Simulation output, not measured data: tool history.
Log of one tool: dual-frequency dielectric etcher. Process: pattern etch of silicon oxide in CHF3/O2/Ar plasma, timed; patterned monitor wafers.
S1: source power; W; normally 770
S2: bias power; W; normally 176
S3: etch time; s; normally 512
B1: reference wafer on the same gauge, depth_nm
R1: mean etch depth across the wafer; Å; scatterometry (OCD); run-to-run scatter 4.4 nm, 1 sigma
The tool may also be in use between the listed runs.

run	hour	S1	S2	S3	B1	R1
1	0	770	176	512	1349.5	11695
2	93.3	770	176	512	1351.8	11769
3	136.9	770	176	512	1350.5	11751
4	238.8	770	176	594	1349.4	13690
5	311.7	770	176	594	1350.7	13655
# hour 351.3: wet clean of the chamber
6	366.5	770	176	594	1348.2	13550
7	446.2	770	176	512	1349.9	11864
8	547.4	770	176	512	1348.6	11814
# hour 644: upper electrode replaced
9	663.7	770	176	512	1351.1	11708
10	733.9	770	176	512	1350.5	11778
# hour 781.5: bias power generator calibrated
# hour 782.8: wet clean of the chamber
# hour 814: source power generator calibrated
11	821.4	770	176	512	1350.4	12095
12	863.1	770	203	512	1351.1	12966
13	951.6	860	176	441.5	1348.9	11114
14	1058.8	770	176	512	1350.7	12059
15	1134.6	770	176	649	1350.7	15202
16	1189.4	610	197	630	1348.9	13410

Run 17 comes next. What will it give?
# hour 1233.2: wet clean of the chamber
17	1274.2	770	176	512	?	?

{"run 17": {"B1": 1349.7, "R1": 12042}}
The same run, on a tool lacking any hidden state, would have yielded R1 12193 Å.

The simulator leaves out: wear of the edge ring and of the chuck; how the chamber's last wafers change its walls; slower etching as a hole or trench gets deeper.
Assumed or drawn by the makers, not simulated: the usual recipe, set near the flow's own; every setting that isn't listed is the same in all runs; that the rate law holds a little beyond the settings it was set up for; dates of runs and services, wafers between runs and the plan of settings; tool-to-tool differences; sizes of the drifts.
